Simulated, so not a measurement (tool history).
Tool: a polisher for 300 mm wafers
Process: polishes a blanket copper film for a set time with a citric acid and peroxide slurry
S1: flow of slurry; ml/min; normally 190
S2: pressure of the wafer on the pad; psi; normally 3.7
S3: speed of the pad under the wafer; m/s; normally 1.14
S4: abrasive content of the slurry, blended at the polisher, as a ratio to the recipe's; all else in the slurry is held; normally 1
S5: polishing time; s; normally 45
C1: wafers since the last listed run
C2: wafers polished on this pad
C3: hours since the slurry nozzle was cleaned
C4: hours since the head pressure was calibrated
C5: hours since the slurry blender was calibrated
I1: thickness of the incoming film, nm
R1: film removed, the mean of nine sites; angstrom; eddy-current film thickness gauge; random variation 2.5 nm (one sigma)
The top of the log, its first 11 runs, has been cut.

run,day,S1,S2,S3,S4,S5,C1,C2,C3,C4,C5,I1,R1
12,36.154,135,3.7,1.14,1,45,806,2396,460.5,938.6,400.9,840.5,1525
13,37.171,135,3.7,1.14,1.15,45,354,2751,484.9,963,425.3,845.1,1590
# day 40.296: slurry nozzle cleaned
# day 45.142: slurry blender recalibrated
14,46.096,190,3.7,1.14,1,38,3069,5820,139.2,1177.2,22.9,833.2,1307
15,47.708,245,4.8,1.14,1.1,34,562,6383,177.9,1215.9,61.6,840,1589
# day 48.154: head pressure recalibrated
16,49.242,230,3.7,1.48,1,45,505,6888,214.7,26.1,98.4,844.9,2259
17,50.471,190,3.7,1.14,1,45,428,7317,244.2,55.6,127.9,860.3,1753
# day 52.146: worn pad replaced by a new one
18,53.096,190,3.7,1.14,1,45,857,331,307.2,118.6,190.9,838.7,1742
19,56.192,210,3.7,1.14,0.7,45,1079,1411,381.5,192.9,265.2,837.9,1534
20,57.808,165,3.7,0.8,1,56,563,1974,420.3,231.7,304,849.6,1501
21,59.129,190,3.7,1.38,1,56,460,2435,452,263.4,335.7,848.6,2586
22,60.167,255,3.7,0.86,1,45,361,2797,476.9,288.3,360.6,858,1347
23,62.7,190,3.7,1.14,1,45,883,3681,537.7,349.1,421.4,847.5,1776
24,64.383,190,3.7,1.14,1,45,587,4268,578.1,389.5,461.8,834,1737
# day 64.788: slurry nozzle cleaned
25,66.796,190,3.7,1.14,1,45,826,5095,48.2,447.4,519.7,855.8,1746
# day 66.962: slurry blender recalibrated
26,69.433,190,3.7,1.14,1.15,45,890,5985,111.5,510.7,59.3,860,1806
27,71.842,160,3.7,1.14,1,45,839,6825,169.3,568.5,117.1,839.8,1619
28,72.879,190,3.2,1.14,1,45,361,7187,194.2,593.4,142,855.3,1495
29,74.492,190,3.7,1.14,1,45,562,7750,232.9,632.1,180.7,853.8,1676
30,75.788,225,4.6,1.14,1,33,451,8202,264,663.2,211.8,862,1567
31,77.158,190,4.5,1.14,0.75,45,478,8680,296.9,696.1,244.7,850,1798

Here are 3 independent what-if runs from the current tool condition. What would each one return?
A,77.175,190,3.7,1.14,1,45,5,8686,297.3,696.5,245.1,843.5,?
B,77.175,210,3.7,1.14,1.25,40,5,8686,297.3,696.5,245.1,843.5,?
C,77.175,190,3.7,1.14,0.8,45,5,8686,297.3,696.5,245.1,843.5,?

run,R1
A,1649
B,1602
C,1520
With the hidden condition removed and each run's random variation left untouched, the same runs would have given:
run,R1
A,1754
B,1704
C,1617

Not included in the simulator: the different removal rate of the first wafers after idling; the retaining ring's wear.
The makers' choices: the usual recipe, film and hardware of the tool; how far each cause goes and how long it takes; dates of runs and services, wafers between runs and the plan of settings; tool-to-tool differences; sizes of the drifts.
